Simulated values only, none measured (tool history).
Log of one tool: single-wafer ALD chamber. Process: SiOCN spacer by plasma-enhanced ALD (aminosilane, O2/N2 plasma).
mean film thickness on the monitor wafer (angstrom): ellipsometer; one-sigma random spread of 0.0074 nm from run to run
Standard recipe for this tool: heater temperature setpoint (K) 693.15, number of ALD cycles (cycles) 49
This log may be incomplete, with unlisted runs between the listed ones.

| run | hour | heater temperature setpoint (K) | number of ALD cycles (cycles) | wafers since the last listed run | hours since the last thermocouple change | hours since the gauge calibration | read-back reference wafer on the same gauge, thickness_nm | mean film thickness on the monitor wafer (angstrom) |
|---|---|---|---|---|---|---|---|---|
| 1 | 0.0 | 693.15 | 49 | 0 | 1366.9 | 152.6 | 3.176 | 26.43 |
| 2 | 26.2 | 693.15 | 49 | 139 | 1393.1 | 178.8 | 3.180 | 26.59 |
| 3 | 84.4 | 693.15 | 49 | 309 | 1451.3 | 237.0 | 3.181 | 26.51 |
| 4 | 151.1 | 693.15 | 49 | 354 | 1518.0 | 303.7 | 3.181 | 26.35 |
| 5 | 185.2 | 693.15 | 49 | 181 | 1552.1 | 337.8 | 3.178 | 26.41 |
| 6 | 215.5 | 693.15 | 49 | 161 | 1582.4 | 368.1 | 3.181 | 26.43 |
| 7 | 275.5 | 693.15 | 49 | 318 | 1642.4 | 428.1 | 3.180 | 26.61 |
| 8 | 305.2 | 693.15 | 49 | 157 | 1672.1 | 457.8 | 3.181 | 26.64 |
| 9 | 361.9 | 703.15 | 49 | 301 | 1728.8 | 514.5 | 3.180 | 25.75 |
| 10 | 427.4 | 703.15 | 49 | 348 | 1794.3 | 580.0 | 3.181 | 25.71 |
| 11 | 495.9 | 682.15 | 42 | 364 | 1862.8 | 648.5 | 3.182 | 23.40 |
| 12 | 560.6 | 682.15 | 42 | 343 | 1927.5 | 713.2 | 3.179 | 23.54 |
| 13 | 589.9 | 682.15 | 42 | 155 | 1956.8 | 742.5 | 3.182 | 23.41 |
| 14 | 780.4 | 698.15 | 49 | 1012 | 2147.3 | 933.0 | 3.180 | 26.07 |
| 15 | 818.6 | 704.15 | 49 | 203 | 2185.5 | 971.2 | 3.180 | 25.65 |
| 16 | 871.0 | 704.15 | 49 | 278 | 2237.9 | 1023.6 | 3.178 | 25.67 |
| 17 | 918.8 | 704.15 | 49 | 254 | 2285.7 | 1071.4 | 3.178 | 25.53 |
| 18 | 1034.3 | 693.15 | 49 | 613 | 2401.2 | 1186.9 | 3.178 | 26.46 |
|  | 1079.3 | gauge calibrated |
| 19 | 1087.5 | 693.15 | 49 | 282 | 2454.4 | 8.2 | 3.179 | 26.44 |
|  | 1138.4 | thermocouple changed; heater temperature recalibrated |
| 20 | 1154.7 | 704.15 | 49 | 314 | 16.3 | 75.4 | 3.181 | 26.04 |
| 21 | 1188.0 | 698.15 | 49 | 177 | 49.6 | 108.7 | 3.177 | 26.33 |
| 22 | 1255.1 | 708.15 | 57 | 356 | 116.7 | 175.8 | 3.182 | 29.88 |
| 23 | 1309.7 | 707.15 | 52 | 290 | 171.3 | 230.4 | 3.183 | 27.39 |
| 24 | 1345.6 | 686.15 | 52 | 190 | 207.2 | 266.3 | 3.181 | 28.92 |
| 25 | 1394.5 | 693.15 | 49 | 259 | 256.1 | 315.2 | 3.179 | 26.76 |
| 26 | 1428.7 | 679.15 | 58 | 181 | 290.3 | 349.4 | 3.181 | 32.88 |
| 27 | 1466.9 | 688.15 | 49 | 203 | 328.5 | 387.6 | 3.178 | 26.90 |
| 28 | 1508.7 | 686.15 | 40 | 222 | 370.3 | 429.4 | 3.182 | 22.26 |
| 29 | 1541.5 | 697.15 | 42 | 174 | 403.1 | 462.2 | 3.182 | 22.50 |
| 30 | 1588.6 | 693.15 | 49 | 250 | 450.2 | 509.3 | 3.180 | 26.55 |
| 31 | 1644.8 | 678.15 | 45 | 298 | 506.4 | 565.5 | 3.180 | 25.52 |
| 32 | 1700.3 | 683.15 | 52 | 295 | 561.9 | 621.0 | 3.179 | 29.13 |
| 33 | 1903.3 | 693.15 | 39 | 1079 | 764.9 | 824.0 | 3.181 | 21.22 |
| 34 | 1929.8 | 678.15 | 49 | 140 | 791.4 | 850.5 | 3.178 | 27.75 |
| 35 | 1966.6 | 706.15 | 43 | 195 | 828.2 | 887.3 | 3.180 | 22.36 |
| 36 | 2015.4 | 693.15 | 43 | 259 | 877.0 | 936.1 | 3.181 | 23.26 |
| 37 | 2040.8 | 680.15 | 39 | 135 | 902.4 | 961.5 | 3.183 | 21.81 |
| 38 | 2097.1 | 681.15 | 58 | 299 | 958.7 | 1017.8 | 3.181 | 32.38 |

Take each entry between the runs: how does the hidden state at the last listed run before it differ from the hidden state at the first listed run after it?
Runs 18 to 19: gauge calibrated (hour 1079.3)
  wafer temperature above the value expected at the setpoint (K): 5.84 -> 5.86
  what was measured, less what the result would be without the hidden state, mean film thickness on the monitor wafer (angstrom): -0.44 -> -0.44
Runs 19 to 20: thermocouple changed; heater temperature recalibrated (hour 1138.4)
  wafer temperature above the value expected at the setpoint (K): 5.86 -> 0.612
  what was measured, less what the result would be without the hidden state, mean film thickness on the monitor wafer (angstrom): -0.44 -> -0.05
